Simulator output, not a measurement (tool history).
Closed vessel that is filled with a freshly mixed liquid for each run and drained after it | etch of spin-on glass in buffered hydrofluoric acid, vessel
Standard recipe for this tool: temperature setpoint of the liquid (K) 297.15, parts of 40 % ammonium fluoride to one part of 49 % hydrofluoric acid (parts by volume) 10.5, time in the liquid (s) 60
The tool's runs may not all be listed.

run,hour,temperature setpoint of the liquid (K),parts of 40 % ammonium fluoride to one part of 49 % hydrofluoric acid (parts by volume),time in the liquid (s),"read-back film thickness of the spin-on glass reference wafer, read on the same gauge (nm)",thickness taken off the spin-on glass on a monitor wafer (angstrom)
1,0,297.15,12,60,142.51,1560
2,68.6,297.15,12,60,142.96,1550.8
3,113.9,297.15,8,60,143.29,2249.7
4,141.9,297.15,8,60,143.54,2280.1
5,173,297.15,8,60,143.78,2266.2
6,317.8,297.15,10.5,60,144.98,1801.3
7,360.9,297.15,10.5,60,145.41,1797.6
8,426.6,297.15,10.5,60,146.07,1802.7
9,469.7,297.15,10.5,60,146.45,1813.5
10,495.7,297.15,10.5,50,146.76,1518.3
11,521.6,297.15,10.5,50,147.05,1515.9
12,589.8,297.15,10.5,50,147.84,1515.3
13,657.3,297.15,10.5,60,148.6,1831.8
# hour 673.8: gauge calibrated
14,721.1,294.15,7,70,140.02,2526.7
15,776.6,297.15,10.5,50,140.04,1454.4
16,828.8,297.15,10.5,75,140.06,2180.2
17,868.7,297.15,12,60,140.14,1521.2
18,919.9,297.15,9,60,140.24,1974.7
19,949.6,294.15,7,70,140.32,2525.3
# hour 976.3: thermometer replaced
20,999.6,292.65,12.5,60,140.43,1159.2
# hour 1010.5: hydrofluoric acid flow meter replaced
21,1048.4,297.15,13,30,140.58,705.1
22,1096.5,297.15,10.5,30,140.7,863
23,1161.9,297.15,10.5,60,140.98,1743.2
24,1294,295.65,7.5,60,141.6,2211.3
25,1352.7,295.65,9.5,60,141.89,1766.1
26,1416,297.15,9.5,60,142.28,1922.2
27,1464,297.15,14,60,142.54,1333
28,1498.7,297.15,10.5,60,142.83,1782.9
29,1555.6,297.15,10.5,60,143.25,1783.2
30,1599.5,301.65,10.5,40,143.53,1519
31,1640.1,300.15,7.5,85,143.88,4074
32,1701.4,299.15,13.5,30,144.36,773.7

Here are 5 independent what-if runs from the current tool condition. What would each one return?
A,1702.1,297.15,10.5,80,?,?
B,1702.1,298.65,10.5,30,?,?
C,1702.1,298.65,12,85,?,?
D,1702.1,295.65,9.5,80,?,?
E,1702.1,292.15,11.5,85,?,?

run,"read-back film thickness of the spin-on glass reference wafer, read on the same gauge (nm)",thickness taken off the spin-on glass on a monitor wafer (angstrom)
A,144.38,2379.7
B,144.38,968
C,144.38,2407.9
D,144.38,2374
E,144.38,1753.5
Without the tool's unlogged condition, the same runs would have read:
run,thickness taken off the spin-on glass on a monitor wafer (angstrom)
A,2307.6
B,938.7
C,2335
D,2302.1
E,1700.4
